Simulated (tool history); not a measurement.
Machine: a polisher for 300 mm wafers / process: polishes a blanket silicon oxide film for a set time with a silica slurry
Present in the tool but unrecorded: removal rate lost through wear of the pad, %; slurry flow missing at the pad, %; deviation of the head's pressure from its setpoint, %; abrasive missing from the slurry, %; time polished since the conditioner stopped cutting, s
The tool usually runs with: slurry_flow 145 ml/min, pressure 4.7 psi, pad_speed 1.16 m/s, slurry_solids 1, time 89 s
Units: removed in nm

run   hour  slurry_flow  pressure  pad_speed  slurry_solids  time  wafers since the last listed run  wafers polished on this pad  hours since the slurry nozzle was cleaned  hours since the head pressure was calibrated  hours since the slurry blender was calibrated  hours since the conditioning disc was replaced  incoming thickness of the incoming film, nm  removed
  1      0          145       4.7       1.16              1    89                                 0                         1065                                      148.2                                        1057.9                                           82.8                                           135.2                                       1104.4    346.6
  2   38.7          145       4.7       1.16              1    89                               253                         1319                                      186.9                                        1096.6                                          121.5                                           173.9                                       1082.8    338.2
      52.8  -- slurry blender recalibrated
  3   53.3          145       3.7       1.16              1    89                                82                         1401                                      201.5                                        1111.2                                            0.5                                           188.5                                       1113.3    278.9
        62  -- worn pad replaced by a new one, of another model than before
  4   77.9          145       4.7       1.16              1    89                               134                          104                                      226.1                                        1135.8                                           25.1                                           213.1                                       1106.6      332
  5  110.6          145       4.7       1.16              1    89                               214                          318                                      258.8                                        1168.5                                           57.8                                           245.8                                       1086.1    331.9
  6  145.6          145       5.9       1.16              1    89                               229                          547                                      293.8                                        1203.5                                           92.8                                           280.8                                       1111.9    382.7
  7  160.9          145       5.9       1.16              1    89                               100                          647                                      309.1                                        1218.8                                          108.1                                           296.1                                       1114.1    377.9
  8  184.3          145       4.7       1.16            1.2    89                               153                          801                                      332.5                                        1242.2                                          131.5                                           319.5                                       1093.1    354.6
     202.3  -- slurry blender recalibrated
  9    208          145       4.7       1.16              1    89                               142                          943                                      356.2                                        1265.9                                            5.7                                           343.2                                       1094.2    336.2
     229.3  -- head pressure recalibrated
 10  235.4          145       4.7       1.16              1    89                               166                         1109                                      383.6                                           6.1                                           33.1                                           370.6                                       1106.8    337.7
 11  247.5          145       5.4       1.16              1    98                                79                         1189                                      395.7                                          18.2                                           45.2                                           382.7                                       1107.6    396.5
     259.8  -- conditioning disc replaced and pad reconditioned
 12  278.3          105       4.2       1.16            0.9    77                               188                         1377                                      426.5                                            49                                             76                                            18.5                                       1101.8    226.3
     293.1  -- worn pad replaced by a new one
 13  298.8          145       4.7          1            0.8    89                               108                           37                                        447                                          69.5                                           96.5                                              39                                       1102.5    304.2
 14  324.6          100       5.3       1.56              1    89                               169                          206                                      472.8                                          95.3                                          122.3                                            64.8                                       1091.6    317.9
     336.3  -- slurry blender recalibrated
 15  349.1          165       3.8       1.16              1    89                               147                          353                                      497.3                                         119.8                                           12.8                                            89.3                                       1107.8    322.6
     374.4  -- slurry nozzle cleaned
 16  374.9          110       4.7       0.92              1   117                               162                          516                                        0.5                                         145.6                                           38.6                                           115.1                                       1101.8    361.3
 17  444.3          145       4.7       1.16            1.2    89                               454                          970                                       69.9                                           215                                            108                                           184.5                                       1112.6      369
 18  456.7          110       4.7       1.16            0.8    89                                81                         1052                                       82.3                                         227.4                                          120.4                                           196.9                                       1098.5    265.7
     474.1  -- slurry blender recalibrated
 19  486.8          145       4.7       1.16              1    89                               184                         1236                                      112.4                                         257.5                                           12.7                                             227                                       1103.5    334.1
     501.9  -- worn pad replaced by a new one
 20  519.6          145       6.2       1.16              1    89                               188                          115                                      145.2                                         290.3                                           45.5                                           259.8                                         1117    402.3
 21    533          145       4.7       1.16              1    89                                87                          203                                      158.6                                         303.7                                           58.9                                           273.2                                       1120.5    337.4
 22  561.4          120       3.9       1.16            0.9    61                               186                          389                                        187                                         332.1                                           87.3                                           301.6                                       1106.9    180.3
 23  573.9          105       3.8        0.9              1    98                                81                          471                                      199.5                                         344.6                                           99.8                                           314.1                                       1120.9    245.6
       595  -- slurry blender recalibrated
 24  595.5          145       4.7       1.16           0.75    89                               128                          599                                      221.1                                         366.2                                            0.5                                           335.7                                       1106.4    309.3

What if the next run were any one of these 5? Each begins from the tool's condition after run 24:
  A  595.9          145       4.7       1.16              1   108                                 2                          602                                      221.5                                         366.6                                            0.9                                           336.1                                       1095.5        ?
  B  595.9          145       4.7        1.3            0.9   118                                 2                          602                                      221.5                                         366.6                                            0.9                                           336.1                                       1095.5        ?
  C  595.9          145       3.4       1.16           0.75    89                                 2                          602                                      221.5                                         366.6                                            0.9                                           336.1                                       1095.5        ?
  D  595.9          100       3.8       1.16              1    89                                 2                          602                                      221.5                                         366.6                                            0.9                                           336.1                                       1095.5        ?
  E  595.9          145       3.6       1.26              1    89                                 2                          602                                      221.5                                         366.6                                            0.9                                           336.1                                       1095.5        ?

run  removed
  A    413.6
  B    454.7
  C    262.6
  D    236.9
  E    306.7
Had the tool no hidden state, the same runs would have come out as:
run  removed
  A    438.7
  B    483.9
  C    276.3
  D    249.8
  E    323.7
